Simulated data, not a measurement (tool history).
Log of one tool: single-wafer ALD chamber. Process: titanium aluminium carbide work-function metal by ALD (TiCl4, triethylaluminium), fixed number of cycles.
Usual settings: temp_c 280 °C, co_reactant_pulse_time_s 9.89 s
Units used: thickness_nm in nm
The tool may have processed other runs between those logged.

run	day	temp_c	co_reactant_pulse_time_s	wafers since the last listed run	hours since the last thermocouple change	hours since the last triethylaluminium bottle change	hours since the showerhead was replaced	hours since the gauge calibration	read-back reference wafer on the same gauge, thickness_nm	thickness_nm
1	0	276	9.89	0	257.5	1285	2440.1	337.1	1.68	1.626
2	3.612	280	9.89	1196	344.2	1371.7	2526.8	423.8	1.681	1.645
3	8.088	273	11	1482	451.6	1479.1	2634.2	531.2	1.68	1.617
4	9.754	280	9.89	551	491.6	1519.1	2674.2	571.2	1.678	1.673
5	12.9	280	9.89	1041	567.1	1594.6	2749.7	646.7	1.679	1.679
6	14.671	271	12.36	586	609.6	1637.1	2792.2	689.2	1.68	1.619
7	17.267	290	9.89	859	671.9	1699.4	2854.5	751.5	1.679	1.761
8	21.571	290	9.89	1425	775.2	1802.7	2957.8	854.8	1.681	1.736
9	24.925	285	9.89	1110	855.7	1883.2	3038.3	935.3	1.678	1.706
# day 28.017: triethylaluminium bottle replaced
10	29.396	285	9.89	1370	963	33.1	3145.6	1042.6	1.678	1.693
11	31.962	284	11.75	850	1024.6	94.7	3207.2	1104.2	1.683	1.715
12	34.775	284	11.75	931	1092.1	162.2	3274.7	1171.7	1.683	1.716
13	38.8	284	11.75	1333	1188.7	258.8	3371.3	1268.3	1.68	1.712
14	42.662	280	9.89	1279	1281.4	351.5	3464	1361	1.681	1.632
15	45.629	294	13.14	982	1352.6	422.7	3535.2	1432.2	1.681	1.807
16	47.338	268	7.83	565	1393.6	463.7	3576.2	1473.2	1.68	1.452
17	48.967	280	9.89	539	1432.7	502.8	3615.3	1512.3	1.681	1.646
18	51.042	266	13.23	687	1482.5	552.6	3665.1	1562.1	1.677	1.527
19	52.692	284	8.06	546	1522.1	592.2	3704.7	1601.7	1.679	1.605
# day 53.662: showerhead replaced
20	56.308	291	7.87	1087	1608.9	679	63.5	1688.5	1.679	1.663
21	60.804	268	7.83	1489	1716.8	786.9	171.4	1796.4	1.682	1.444
# day 62.117: gauge calibrated
# day 63.233: thermocouple changed; heater temperature recalibrated
22	63.621	274	8.42	822	9.3	854.5	239	36.1	1.678	1.566
23	66.283	269	7.66	881	73.2	918.4	302.9	100	1.683	1.492
24	70.2	269	6.1	1297	167.2	1012.4	396.9	194	1.678	1.379
25	72.825	287	9.89	869	230.2	1075.4	459.9	257	1.679	1.713
26	74.967	273	9.89	709	281.6	1126.8	511.3	308.4	1.68	1.607
27	77.2	280	9.89	739	335.2	1180.4	564.9	362	1.68	1.663
28	79.688	267	11.95	823	394.9	1240.1	624.6	421.7	1.677	1.567

Branching from run 28: 4 alternative next runs. What would each branch give?
A	79.704	280	7.73	5	395.3	1240.5	625	422.1	?	?
B	79.704	265	13.29	5	395.3	1240.5	625	422.1	?	?
C	79.704	285	13.21	5	395.3	1240.5	625	422.1	?	?
D	79.704	269	11.49	5	395.3	1240.5	625	422.1	?	?

run	read-back reference wafer on the same gauge, thickness_nm	thickness_nm
A	1.681	1.584
B	1.681	1.565
C	1.681	1.745
D	1.681	1.586
The same runs, with their run-to-run variation unchanged, on a tool lacking any hidden condition would have given:
run	thickness_nm
A	1.593
B	1.574
C	1.754
D	1.595

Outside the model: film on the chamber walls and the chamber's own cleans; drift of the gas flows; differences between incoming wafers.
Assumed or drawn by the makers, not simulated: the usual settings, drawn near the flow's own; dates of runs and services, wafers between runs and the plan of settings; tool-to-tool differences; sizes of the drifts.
